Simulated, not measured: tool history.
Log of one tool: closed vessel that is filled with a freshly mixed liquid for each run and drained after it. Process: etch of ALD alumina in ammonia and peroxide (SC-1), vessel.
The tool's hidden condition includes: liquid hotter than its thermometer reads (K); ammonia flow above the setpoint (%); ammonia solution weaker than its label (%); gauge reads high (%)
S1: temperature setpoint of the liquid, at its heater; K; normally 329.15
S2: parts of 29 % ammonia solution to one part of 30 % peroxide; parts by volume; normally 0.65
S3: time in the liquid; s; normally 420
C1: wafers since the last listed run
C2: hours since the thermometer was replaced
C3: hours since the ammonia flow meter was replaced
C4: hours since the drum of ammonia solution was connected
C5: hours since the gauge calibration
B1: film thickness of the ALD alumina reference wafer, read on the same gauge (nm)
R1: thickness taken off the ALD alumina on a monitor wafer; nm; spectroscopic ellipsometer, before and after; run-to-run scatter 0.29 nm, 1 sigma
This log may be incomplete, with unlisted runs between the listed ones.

run,hour,S1,S2,S3,C1,C2,C3,C4,C5,B1,R1
1,0.0,329.15,0.65,420,0,1679.0,1392.4,677.9,513.3,50.00,34.94
2,27.4,331.65,0.65,420,1553,1706.4,1419.8,705.3,540.7,50.01,40.47
3,45.3,325.15,0.65,420,1014,1724.3,1437.7,723.2,558.6,50.01,28.39
4,73.9,325.15,0.65,420,1621,1752.9,1466.3,751.8,587.2,49.97,29.22
5,104.9,329.15,0.55,420,1757,1783.9,1497.3,782.8,618.2,49.98,35.00
6,135.7,329.15,0.55,420,1745,1814.7,1528.1,813.6,649.0,49.99,35.04
7,158.1,332.15,0.65,420,1269,1837.1,1550.5,836.0,671.4,50.04,41.54
8,187.0,329.15,0.65,420,1638,1866.0,1579.4,864.9,700.3,50.03,36.09
9,211.5,329.15,0.65,420,1388,1890.5,1603.9,889.4,724.8,50.03,35.93
# hour 222.4: new drum of ammonia solution connected
# hour 227.6: gauge calibrated
10,234.2,329.15,0.65,420,1230,1913.2,1626.6,11.8,6.6,50.02,35.42
11,270.0,324.15,0.80,315,2029,1949.0,1662.4,47.6,42.4,49.98,20.82
# hour 281.6: thermometer replaced
12,287.0,329.15,0.65,420,906,5.4,1679.4,64.6,59.4,50.04,33.00
13,322.2,333.65,0.35,420,1995,40.6,1714.6,99.8,94.6,50.00,39.21
14,336.9,329.15,0.65,420,833,55.3,1729.3,114.5,109.3,49.99,32.69
15,364.8,332.65,0.65,420,1581,83.2,1757.2,142.4,137.2,50.00,39.19
# hour 369.2: ammonia flow meter replaced
16,383.3,329.15,0.65,635,991,101.7,14.1,160.9,155.7,50.01,50.25
17,413.1,323.15,0.40,420,1689,131.5,43.9,190.7,185.5,49.99,22.97
18,437.4,323.15,0.50,420,1377,155.8,68.2,215.0,209.8,49.94,23.46
19,472.7,338.65,0.65,540,2000,191.1,103.5,250.3,245.1,50.01,68.07
20,484.7,329.15,0.65,420,680,203.1,115.5,262.3,257.1,50.01,33.57
21,506.2,323.15,0.85,255,1218,224.6,137.0,283.8,278.6,49.97,15.08
22,521.3,324.65,0.75,605,855,239.7,152.1,298.9,293.7,49.94,37.53
23,551.8,337.15,0.80,500,1728,270.2,182.6,329.4,324.2,49.95,60.93
24,602.9,329.15,0.65,420,2896,321.3,233.7,380.5,375.3,50.01,33.21
25,638.0,329.15,0.65,420,1989,356.4,268.8,415.6,410.4,50.01,33.31
26,671.2,332.65,0.45,595,1881,389.6,302.0,448.8,443.6,50.01,55.31
27,706.2,329.15,0.65,420,1983,424.6,337.0,483.8,478.6,50.01,33.73
28,740.6,331.65,0.65,500,1949,459.0,371.4,518.2,513.0,50.00,45.96
29,770.1,329.15,0.65,420,1672,488.5,400.9,547.7,542.5,50.04,34.15

Predict each of these 4 candidate next runs independently; none follows another, all start after run 29:
A,770.9,329.15,0.65,420,45,489.3,401.7,548.5,543.3,?,?
B,770.9,329.15,0.65,530,45,489.3,401.7,548.5,543.3,?,?
C,770.9,336.65,0.90,545,45,489.3,401.7,548.5,543.3,?,?
D,770.9,321.65,0.80,190,45,489.3,401.7,548.5,543.3,?,?

run,B1,R1
A,50.04,33.63
B,50.04,42.44
C,50.04,66.04
D,50.04,10.36
The same runs, with their run-to-run variation unchanged, on a tool lacking any hidden condition would have given:
run,R1
A,32.18
B,40.60
C,63.32
D,9.89
